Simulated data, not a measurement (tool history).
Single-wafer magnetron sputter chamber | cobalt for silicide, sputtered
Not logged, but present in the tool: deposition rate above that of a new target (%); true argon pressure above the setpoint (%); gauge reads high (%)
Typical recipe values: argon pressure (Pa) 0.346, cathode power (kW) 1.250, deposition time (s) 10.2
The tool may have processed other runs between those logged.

run   hour  argon pressure (Pa)  cathode power (kW)  deposition time (s)  wafers since the last listed run  wafers on the sputter target  hours since the last manometer calibration  hours since the magnet pack was replaced  hours since the gauge calibration  read-back reference wafer on the same gauge, thickness_nm  mean film thickness on the monitor wafer (nm)
  1    0.0                0.346               1.250                 11.2                                 0                           432                                       936.8                                    8283.6                              368.8                                                      6.599                                          7.086
  2    6.8                0.346               1.250                 11.2                               175                           608                                       943.6                                    8290.4                              375.6                                                      6.606                                          7.056
  3   22.1                0.346               1.250                 10.2                               394                          1002                                       958.9                                    8305.7                              390.9                                                      6.615                                          6.383
  4   29.5                0.346               1.250                 10.2                               190                          1193                                       966.3                                    8313.1                              398.3                                                      6.597                                          6.431
  5   47.5                0.346               1.250                 10.2                               464                          1658                                       984.3                                    8331.1                              416.3                                                      6.597                                          6.412
  6   65.2                0.346               1.100                 10.2                               456                          2114                                      1002.0                                    8348.8                              434.0                                                      6.609                                          5.659
      75.1  -- magnet pack replaced
  7   81.8                0.346               1.250                 10.2                               221                          2336                                      1018.6                                       6.7                              450.6                                                      6.607                                          6.417
  8   93.1                0.346               1.250                 10.2                               291                          2628                                      1029.9                                      18.0                              461.9                                                      6.595                                          6.371
  9  110.6                0.346               1.250                 10.2                               451                          3079                                      1047.4                                      35.5                              479.4                                                      6.599                                          6.416
     129.5  -- sputter target and shields replaced
 10  130.0                0.346               1.250                 10.2                               294                            12                                      1066.8                                      54.9                              498.8                                                      6.603                                          6.450
 11  139.0                0.346               1.250                 10.2                               232                           244                                      1075.8                                      63.9                              507.8                                                      6.595                                          6.443
 12  152.5                0.346               1.250                 10.2                               348                           593                                      1089.3                                      77.4                              521.3                                                      6.604                                          6.384
 13  163.9                0.211               1.250                 10.2                               294                           887                                      1100.7                                      88.8                              532.7                                                      6.598                                          6.692
     171.7  -- gauge calibrated
 14  182.9                0.422               1.250                 10.2                               490                          1377                                      1119.7                                     107.8                               11.2                                                      6.601                                          6.264
 15  192.2                0.346               1.250                 10.2                               239                          1617                                      1129.0                                     117.1                               20.5                                                      6.595                                          6.405
 16  198.9                0.412               0.950                  8.2                               172                          1790                                      1135.7                                     123.8                               27.2                                                      6.602                                          3.900
 17  213.7                0.346               1.250                  8.6                               381                          2172                                      1150.5                                     138.6                               42.0                                                      6.603                                          5.374
 18  225.1                0.435               1.550                 11.1                               294                          2466                                      1161.9                                     150.0                               53.4                                                      6.594                                          8.281
 19  231.3                0.413               1.250                  8.4                               159                          2626                                      1168.1                                     156.2                               59.6                                                      6.605                                          5.163
 20  241.9                0.346               1.250                 10.2                               273                          2899                                      1178.7                                     166.8                               70.2                                                      6.603                                          6.374
 21  254.4                0.245               1.550                  9.6                               322                          3222                                      1191.2                                     179.3                               82.7                                                      6.597                                          7.585
 22  261.9                0.346               1.350                 10.2                               193                          3415                                      1198.7                                     186.8                               90.2                                                      6.590                                          6.852
     270.1  -- sputter target and shields replaced
     272.1  -- capacitance manometer re-zeroed and calibrated
 23  272.6                0.229               1.350                 10.2                                16                            12                                         0.5                                     197.5                              100.9                                                      6.608                                          7.196
 24  283.0                0.245               1.550                  9.6                               268                           281                                        10.9                                     207.9                              111.3                                                      6.611                                          7.660
 25  298.9                0.346               1.250                 10.2                               410                           691                                        26.8                                     223.8                              127.2                                                      6.596                                          6.441
 26  310.2                0.346               0.950                  8.7                               291                           982                                        38.1                                     235.1                              138.5                                                      6.600                                          4.255
 27  318.0                0.346               1.250                 10.2                               201                          1184                                        45.9                                     242.9                              146.3                                                      6.606                                          6.369
 28  333.8                0.261               1.250                 10.2                               407                          1591                                        61.7                                     258.7                              162.1                                                      6.598                                          6.525
 29  351.5                0.270               1.250                  8.8                               456                          2048                                        79.4                                     276.4                              179.8                                                      6.606                                          5.585
 30  357.5                0.213               0.950                 12.2                               154                          2203                                        85.4                                     282.4                              185.8                                                      6.600                                          6.106
 31  365.1                0.435               1.550                 11.1                               196                          2399                                        93.0                                     290.0                              193.4                                                      6.599                                          8.328
 32  371.4                0.230               0.950                  8.3                               162                          2561                                        99.3                                     296.3                              199.7                                                      6.590                                          4.144
 33  382.0                0.346               1.250                 10.2                               273                          2835                                       109.9                                     306.9                              210.3                                                      6.602                                          6.394
 34  390.4                0.213               0.950                 12.2                               216                          3052                                       118.3                                     315.3                              218.7                                                      6.596                                          6.156

What if the next run were any one of these 5? Each begins from the tool's condition after run 34:
  A  390.8                0.346               1.250                 10.2                                10                          3062                                       118.7                                     315.7                              219.1                                                          ?                                              ?
  B  390.8                0.208               1.500                 11.0                                10                          3062                                       118.7                                     315.7                              219.1                                                          ?                                              ?
  C  390.8                0.346               1.250                  8.4                                10                          3062                                       118.7                                     315.7                              219.1                                                          ?                                              ?
  D  390.8                0.210               1.000                 10.2                                10                          3062                                       118.7                                     315.7                              219.1                                                          ?                                              ?
  E  390.8                0.411               1.050                 10.8                                10                          3062                                       118.7                                     315.7                              219.1                                                          ?                                              ?

run  read-back reference wafer on the same gauge, thickness_nm  mean film thickness on the monitor wafer (nm)
  A                                                      6.599                                          6.400
  B                                                      6.599                                          8.512
  C                                                      6.599                                          5.271
  D                                                      6.599                                          5.400
  E                                                      6.599                                          5.660
Had the tool no hidden state, the same runs would have come out as:
run  mean film thickness on the monitor wafer (nm)
  A                                          6.528
  B                                          8.682
  C                                          5.376
  D                                          5.508
  E                                          5.773

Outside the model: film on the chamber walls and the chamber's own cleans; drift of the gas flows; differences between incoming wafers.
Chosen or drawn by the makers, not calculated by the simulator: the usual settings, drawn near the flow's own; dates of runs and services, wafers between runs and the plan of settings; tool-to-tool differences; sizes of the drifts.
